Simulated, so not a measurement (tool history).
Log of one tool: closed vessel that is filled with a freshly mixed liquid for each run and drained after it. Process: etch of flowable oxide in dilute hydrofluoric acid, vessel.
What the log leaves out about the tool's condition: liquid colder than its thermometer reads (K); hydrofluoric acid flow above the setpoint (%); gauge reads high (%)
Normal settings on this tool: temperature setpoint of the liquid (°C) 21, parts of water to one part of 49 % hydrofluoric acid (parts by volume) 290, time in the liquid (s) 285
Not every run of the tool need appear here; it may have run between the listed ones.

run,hour,temperature setpoint of the liquid (°C),parts of water to one part of 49 % hydrofluoric acid (parts by volume),time in the liquid (s),wafers since the last listed run,hours since the thermometer was replaced,hours since the hydrofluoric acid flow meter was replaced,hours since the gauge calibration,"read-back film thickness of the flowable oxide reference wafer, read on the same gauge (nm)",thickness taken off the flowable oxide on a monitor wafer (nm)
1,0,21,290,190,0,1026.8,1212.4,147.6,149.99,12.58
2,16,21,290,190,902,1042.8,1228.4,163.6,149.99,12.32
3,28.4,21,290,285,699,1055.2,1240.8,176,150,18.38
4,41.3,21,290,285,728,1068.1,1253.7,188.9,150.01,18.63
5,47.7,21,290,285,361,1074.5,1260.1,195.3,150.03,18.69
6,62.9,21,290,285,857,1089.7,1275.3,210.5,149.98,18.69
7,77.4,21,290,355,818,1104.2,1289.8,225,150,23.06
8,85.6,21,290,185,462,1112.4,1298,233.2,150.06,12.02
# hour 92: thermometer replaced
9,103.2,21,290,185,936,11.2,1315.6,250.8,150.02,13.47
10,115.2,21,290,185,677,23.2,1327.6,262.8,150,13.43
11,128.3,24.5,290,285,739,36.3,1340.7,275.9,149.97,23.02
12,134.9,24.5,290,285,372,42.9,1347.3,282.5,150.03,23.28
13,151,21,290,285,908,59,1363.4,298.6,149.94,20.45
14,158.7,21,290,285,434,66.7,1371.1,306.3,149.99,20.38
15,175.3,21,290,130,936,83.3,1387.7,322.9,150.02,9.28
16,181.9,24,240,195,372,89.9,1394.3,329.5,149.97,19.69
17,198.9,21,415,200,959,106.9,1411.3,346.5,150.01,9.09
18,205.9,21,170,285,395,113.9,1418.3,353.5,150.06,38.88
19,212.4,21,400,115,366,120.4,1424.8,360,149.99,5.45
20,221.3,21,290,285,502,129.3,1433.7,368.9,149.97,20.34
21,237.3,21,290,285,902,145.3,1449.7,384.9,150,20.48
# hour 243.7: hydrofluoric acid flow meter replaced
22,245.6,24,240,195,411,153.6,1.9,393.2,149.99,18.24
23,254.8,21,405,190,519,162.8,11.1,402.4,150.02,8.04
24,265.5,21,290,285,603,173.5,21.8,413.1,149.99,18.71
# hour 270.7: gauge calibrated
25,280.8,21,385,285,863,188.8,37.1,10.1,150,12.9
26,296.9,24.5,290,285,908,204.9,53.2,26.2,149.98,21.08
27,328.6,21,210,285,1789,236.6,84.9,57.9,150.01,27.79
28,343.3,21,340,285,829,251.3,99.6,72.6,150,15.19
29,351,21,290,285,434,259,107.3,80.3,150,18.8
30,364.6,21,290,285,767,272.6,120.9,93.9,150.02,18.73
31,382.5,21,415,285,1010,290.5,138.8,111.8,149.98,11.82
32,396.4,21,240,435,784,304.4,152.7,125.7,150.01,36.29
33,403.2,21,290,285,383,311.2,159.5,132.5,150.04,18.77
34,415.1,19.5,235,285,671,323.1,171.4,144.4,149.97,22.67

Exercise: give the hidden state of the tool at every run:
gauge reads high (%): 0 at every run
H1: liquid colder than its thermometer reads (K)
H2: hydrofluoric acid flow above the setpoint (%)
run,H1,H2
1,2.47,7.08
2,2.51,7.17
3,2.53,7.24
4,2.56,7.31
5,2.58,7.35
6,2.61,7.43
7,2.64,7.52
8,2.66,7.56
9,0.0772,7.66
10,0.104,7.73
11,0.132,7.81
12,0.147,7.85
13,0.182,7.94
14,0.199,7.98
15,0.236,8.08
16,0.25,8.11
17,0.288,8.21
18,0.303,8.25
19,0.317,8.29
20,0.337,8.34
21,0.372,8.43
22,0.39,0.853
23,0.41,0.906
24,0.434,0.967
25,0.468,1.05
26,0.503,1.15
27,0.573,1.33
28,0.605,1.41
29,0.622,1.45
30,0.652,1.53
31,0.691,1.63
32,0.722,1.71
33,0.737,1.75
34,0.763,1.82

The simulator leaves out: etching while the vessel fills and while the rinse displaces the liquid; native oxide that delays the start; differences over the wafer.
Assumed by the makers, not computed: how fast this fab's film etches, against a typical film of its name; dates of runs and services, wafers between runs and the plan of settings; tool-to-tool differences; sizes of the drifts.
